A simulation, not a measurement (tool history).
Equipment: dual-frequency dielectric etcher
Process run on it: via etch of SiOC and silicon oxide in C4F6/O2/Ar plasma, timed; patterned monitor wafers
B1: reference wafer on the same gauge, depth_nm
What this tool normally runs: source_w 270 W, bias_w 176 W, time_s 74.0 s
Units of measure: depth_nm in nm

run 1 day=0.000 | source_w=290 bias_w=209 time_s=74.0 | B1=76.0 | depth_nm=81.9
run 2 day=2.812 | source_w=290 bias_w=209 time_s=74.0 | B1=76.0 | depth_nm=81.5
run 3 day=4.100 | source_w=270 bias_w=176 time_s=74.0 | B1=75.9 | depth_nm=75.1
run 4 day=5.133 | source_w=270 bias_w=176 time_s=74.0 | B1=75.9 | depth_nm=75.2
run 5 day=6.621 | source_w=270 bias_w=176 time_s=74.0 | B1=76.0 | depth_nm=75.0
-- day=9.471 wet clean of the chamber
run 6 day=9.492 | source_w=270 bias_w=176 time_s=64.0 | B1=76.0 | depth_nm=67.1
run 7 day=10.208 | source_w=270 bias_w=176 time_s=64.0 | B1=75.9 | depth_nm=66.5
run 8 day=11.475 | source_w=270 bias_w=176 time_s=64.0 | B1=75.8 | depth_nm=66.7
-- day=12.704 upper electrode replaced
run 9 day=13.096 | source_w=270 bias_w=161 time_s=74.0 | B1=75.8 | depth_nm=75.0
run 10 day=15.908 | source_w=270 bias_w=161 time_s=74.0 | B1=75.9 | depth_nm=74.8
run 11 day=17.608 | source_w=290 bias_w=176 time_s=74.0 | B1=75.8 | depth_nm=77.7
run 12 day=19.875 | source_w=290 bias_w=176 time_s=74.0 | B1=75.9 | depth_nm=77.9
run 13 day=21.833 | source_w=290 bias_w=176 time_s=74.0 | B1=76.0 | depth_nm=77.7
run 14 day=28.333 | source_w=270 bias_w=176 time_s=84.0 | B1=76.0 | depth_nm=84.8
-- day=29.700 bias power generator calibrated
-- day=30.117 wet clean of the chamber
run 15 day=30.267 | source_w=270 bias_w=218 time_s=86.0 | B1=75.9 | depth_nm=95.0
run 16 day=32.675 | source_w=250 bias_w=176 time_s=74.0 | B1=75.9 | depth_nm=74.5
run 17 day=35.462 | source_w=270 bias_w=176 time_s=74.0 | B1=76.0 | depth_nm=76.7
run 18 day=38.442 | source_w=290 bias_w=176 time_s=63.5 | B1=75.9 | depth_nm=67.1
run 19 day=39.733 | source_w=200 bias_w=176 time_s=90.5 | B1=75.9 | depth_nm=82.6
-- day=41.371 gauge calibrated
run 20 day=42.071 | source_w=270 bias_w=153 time_s=60.0 | B1=75.9 | depth_nm=59.0
-- day=43.758 source power generator calibrated
run 21 day=43.779 | source_w=270 bias_w=176 time_s=74.0 | B1=76.0 | depth_nm=75.1
run 22 day=45.312 | source_w=270 bias_w=176 time_s=64.0 | B1=75.9 | depth_nm=65.4
run 23 day=46.367 | source_w=270 bias_w=176 time_s=74.0 | B1=75.9 | depth_nm=75.6
run 24 day=48.279 | source_w=270 bias_w=176 time_s=74.0 | B1=76.1 | depth_nm=74.6
run 25 day=50.400 | source_w=270 bias_w=202 time_s=95.5 | B1=75.9 | depth_nm=100.0

For run 26, what comes out?
-- day=52.175 wet clean of the chamber
run 26 day=52.196 | source_w=270 bias_w=176 time_s=74.0 | B1=? | depth_nm=?

B1: 75.9
depth_nm: 76.9 nm
The same run, on a tool lacking any hidden state, would have yielded depth_nm 77.0 nm.
